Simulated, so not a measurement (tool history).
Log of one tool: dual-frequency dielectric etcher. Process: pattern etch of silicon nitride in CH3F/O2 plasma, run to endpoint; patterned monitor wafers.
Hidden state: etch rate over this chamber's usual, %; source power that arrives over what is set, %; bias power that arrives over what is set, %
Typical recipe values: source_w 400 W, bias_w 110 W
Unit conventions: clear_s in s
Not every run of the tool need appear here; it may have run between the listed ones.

run    hour  source_w  bias_w  wafers since the last listed run  hours since the last wet clean  hours since the last source power generator calibration  hours since the last bias power generator calibration  hours since the last upper electrode change  incoming incoming film thickness, nm  clear_s
  1     0.0       450      91                                 0                           557.7                                                   2393.5                                                 3418.6                                       4172.4                                  86.0     87.7
       63.2  -- wet clean of the chamber
  2    63.7       450      91                               199                             0.5                                                   2457.2                                                 3482.3                                       4236.1                                  86.7     85.3
  3   116.8       450      91                               267                            53.6                                                   2510.3                                                 3535.4                                       4289.2                                  86.4     84.9
  4   186.6       380     127                               351                           123.4                                                   2580.1                                                 3605.2                                       4359.0                                  86.6     83.4
  5   273.4       380     127                               436                           210.2                                                   2666.9                                                 3692.0                                       4445.8                                  87.7     85.6
  6   348.1       400      98                               375                           284.9                                                   2741.6                                                 3766.7                                       4520.5                                  87.3     89.7
      400.3  -- source power generator calibrated
  7   446.5       400     110                               474                           383.3                                                     46.2                                                 3865.1                                       4618.9                                  87.3     88.4
      478.8  -- upper electrode replaced
      504.0  -- bias power generator calibrated
  8   522.2       440     121                               239                           459.0                                                    121.9                                                   18.2                                         43.4                                  86.4     83.0
      602.4  -- wet clean of the chamber
  9   624.2       350     103                               392                            21.8                                                    223.9                                                  120.2                                        145.4                                  86.9     90.7
 10   821.7       480     110                               993                           219.3                                                    421.4                                                  317.7                                        342.9                                  87.3     81.7
 11   872.9       350      90                               257                           270.5                                                    472.6                                                  368.9                                        394.1                                  86.2     96.0
 12   921.2       320      89                               242                           318.8                                                    520.9                                                  417.2                                        442.4                                  88.0    101.7
 13   959.5       350      90                               192                           357.1                                                    559.2                                                  455.5                                        480.7                                  87.1     96.5
 14  1042.0       360     131                               414                           439.6                                                    641.7                                                  538.0                                        563.2                                  87.1     88.0
 15  1133.5       440      93                               460                           531.1                                                    733.2                                                  629.5                                        654.7                                  86.5     90.2
     1165.0  -- wet clean of the chamber
 16  1194.2       320      89                               184                            29.2                                                    793.9                                                  690.2                                        715.4                                  86.8     97.2

How the hidden state differs across the entries between the runs, from the last listed run before each to the first after it:
Between runs 1 and 2: wet clean of the chamber (hour 63.2)
  etch rate over this chamber's usual, %: -4.85 -> -0.231
  measured value less the no-hidden-state value, clear_s: +4.2 -> +0.2 s
Between runs 6 and 7: source power generator calibrated (hour 400.3)
  etch rate over this chamber's usual, %: -2.82 -> -3.71
  measured value less the no-hidden-state value, clear_s: +2.6 -> +3.3 s
Between runs 7 and 8: upper electrode replaced (hour 478.8); bias power generator calibrated (hour 504.0)
  etch rate over this chamber's usual, %: -3.71 -> -4.4
  measured value less the no-hidden-state value, clear_s: +3.3 -> +3.6 s
Between runs 8 and 9: wet clean of the chamber (hour 602.4)
  etch rate over this chamber's usual, %: -4.4 -> -0.843
  measured value less the no-hidden-state value, clear_s: +3.6 -> +0.7 s
Between runs 15 and 16: wet clean of the chamber (hour 1165.0)
  etch rate over this chamber's usual, %: -5.48 -> -0.273
  measured value less the no-hidden-state value, clear_s: +4.9 -> +0.3 s

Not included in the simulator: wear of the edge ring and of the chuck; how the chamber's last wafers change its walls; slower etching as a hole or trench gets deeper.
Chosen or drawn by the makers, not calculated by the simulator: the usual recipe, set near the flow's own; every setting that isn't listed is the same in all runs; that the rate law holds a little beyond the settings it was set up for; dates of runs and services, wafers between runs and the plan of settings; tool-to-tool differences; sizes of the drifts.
